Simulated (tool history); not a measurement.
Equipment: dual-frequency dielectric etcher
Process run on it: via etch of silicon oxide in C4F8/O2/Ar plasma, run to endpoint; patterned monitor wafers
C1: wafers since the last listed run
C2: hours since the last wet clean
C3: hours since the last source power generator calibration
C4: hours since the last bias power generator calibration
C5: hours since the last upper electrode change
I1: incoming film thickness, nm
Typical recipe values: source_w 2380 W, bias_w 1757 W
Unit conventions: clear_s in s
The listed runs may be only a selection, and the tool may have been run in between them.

{"run": 1, "hour": 0.0, "source_w": 2380, "bias_w": 1757, "C1": 0, "C2": 342, "C3": 2077.8, "C4": 2793.2, "C5": 3654.9, "I1": 2110.1, "clear_s": 409.1}
{"run": 2, "hour": 15.7, "source_w": 2380, "bias_w": 1757, "C1": 44, "C2": 357.7, "C3": 2093.5, "C4": 2808.9, "C5": 3670.6, "I1": 2117.3, "clear_s": 414.8}
{"run": 3, "hour": 22.0, "source_w": 2380, "bias_w": 1757, "C1": 17, "C2": 364, "C3": 2099.8, "C4": 2815.2, "C5": 3676.9, "I1": 2153, "clear_s": 419.1}
{"run": 4, "hour": 36.2, "source_w": 2380, "bias_w": 1757, "C1": 39, "C2": 378.2, "C3": 2114, "C4": 2829.4, "C5": 3691.1, "I1": 2136.9, "clear_s": 417.2}
{"run": 5, "hour": 64.7, "source_w": 2380, "bias_w": 1757, "C1": 80, "C2": 406.7, "C3": 2142.5, "C4": 2857.9, "C5": 3719.6, "I1": 2090, "clear_s": 409.6}
{"hour": 78.8, "done": "bias power generator calibrated"}
{"run": 6, "hour": 81.8, "source_w": 2380, "bias_w": 1757, "C1": 36, "C2": 423.8, "C3": 2159.6, "C4": 3, "C5": 3736.7, "I1": 2092.6, "clear_s": 411.8}
{"run": 7, "hour": 88.8, "source_w": 2380, "bias_w": 1757, "C1": 19, "C2": 430.8, "C3": 2166.6, "C4": 10, "C5": 3743.7, "I1": 2122.2, "clear_s": 416.8}
{"hour": 114.5, "done": "source power generator calibrated"}
{"hour": 119.3, "done": "wet clean of the chamber"}
{"hour": 124.5, "done": "upper electrode replaced"}
{"run": 8, "hour": 125.0, "source_w": 2380, "bias_w": 1757, "C1": 62, "C2": 5.7, "C3": 10.5, "C4": 46.2, "C5": 0.5, "I1": 2104.6, "clear_s": 394.6}
{"run": 9, "hour": 125.4, "source_w": 2380, "bias_w": 1757, "C1": 1, "C2": 6.1, "C3": 10.9, "C4": 46.6, "C5": 0.9, "I1": 2133.8, "clear_s": 403}
{"run": 10, "hour": 130.8, "source_w": 2960, "bias_w": 2103, "C1": 15, "C2": 11.5, "C3": 16.3, "C4": 52, "C5": 6.3, "I1": 2119.7, "clear_s": 344.1}
{"run": 11, "hour": 142.5, "source_w": 2100, "bias_w": 1571, "C1": 32, "C2": 23.2, "C3": 28, "C4": 63.7, "C5": 18, "I1": 2115.4, "clear_s": 437.1}
{"run": 12, "hour": 152.4, "source_w": 2860, "bias_w": 2148, "C1": 27, "C2": 33.1, "C3": 37.9, "C4": 73.6, "C5": 27.9, "I1": 2121.5, "clear_s": 347.9}
{"run": 13, "hour": 162.4, "source_w": 2920, "bias_w": 1899, "C1": 28, "C2": 43.1, "C3": 47.9, "C4": 83.6, "C5": 37.9, "I1": 2113.5, "clear_s": 358.9}
{"run": 14, "hour": 177.2, "source_w": 2950, "bias_w": 1480, "C1": 41, "C2": 57.9, "C3": 62.7, "C4": 98.4, "C5": 52.7, "I1": 2124.3, "clear_s": 403.8}
{"run": 15, "hour": 194.7, "source_w": 2380, "bias_w": 1757, "C1": 49, "C2": 75.4, "C3": 80.2, "C4": 115.9, "C5": 70.2, "I1": 2117.7, "clear_s": 402.5}
{"run": 16, "hour": 207.6, "source_w": 2120, "bias_w": 1757, "C1": 36, "C2": 88.3, "C3": 93.1, "C4": 128.8, "C5": 83.1, "I1": 2133.1, "clear_s": 423.3}
{"run": 17, "hour": 222.3, "source_w": 2380, "bias_w": 1757, "C1": 41, "C2": 103, "C3": 107.8, "C4": 143.5, "C5": 97.8, "I1": 2136.8, "clear_s": 407.4}
{"run": 18, "hour": 238.7, "source_w": 2380, "bias_w": 1350, "C1": 46, "C2": 119.4, "C3": 124.2, "C4": 159.9, "C5": 114.2, "I1": 2141.3, "clear_s": 461.9}
{"run": 19, "hour": 247.4, "source_w": 2380, "bias_w": 1757, "C1": 24, "C2": 128.1, "C3": 132.9, "C4": 168.6, "C5": 122.9, "I1": 2125.9, "clear_s": 407.5}

What if the next run were any one of these 5? Each begins from the tool's condition after run 19:
{"run": "A", "hour": 247.9, "source_w": 2380, "bias_w": 1757, "C1": 1, "C2": 128.6, "C3": 133.4, "C4": 169.1, "C5": 123.4, "I1": 2135.8, "clear_s": "?"}
{"run": "B", "hour": 247.9, "source_w": 2820, "bias_w": 1757, "C1": 1, "C2": 128.6, "C3": 133.4, "C4": 169.1, "C5": 123.4, "I1": 2135.8, "clear_s": "?"}
{"run": "C", "hour": 247.9, "source_w": 2380, "bias_w": 2081, "C1": 1, "C2": 128.6, "C3": 133.4, "C4": 169.1, "C5": 123.4, "I1": 2135.8, "clear_s": "?"}
{"run": "D", "hour": 247.9, "source_w": 2640, "bias_w": 1491, "C1": 1, "C2": 128.6, "C3": 133.4, "C4": 169.1, "C5": 123.4, "I1": 2135.8, "clear_s": "?"}
{"run": "E", "hour": 247.9, "source_w": 2180, "bias_w": 1321, "C1": 1, "C2": 128.6, "C3": 133.4, "C4": 169.1, "C5": 123.4, "I1": 2135.8, "clear_s": "?"}

run=A clear_s=407.3
run=B clear_s=384.1
run=C clear_s=379.1
run=D clear_s=422.1
run=E clear_s=476.8
Stripped of hidden state, with their random variation kept, the same runs would have yielded:
run=A clear_s=398.4
run=B clear_s=375.7
run=C clear_s=370.9
run=D clear_s=412.9
run=E clear_s=466.4
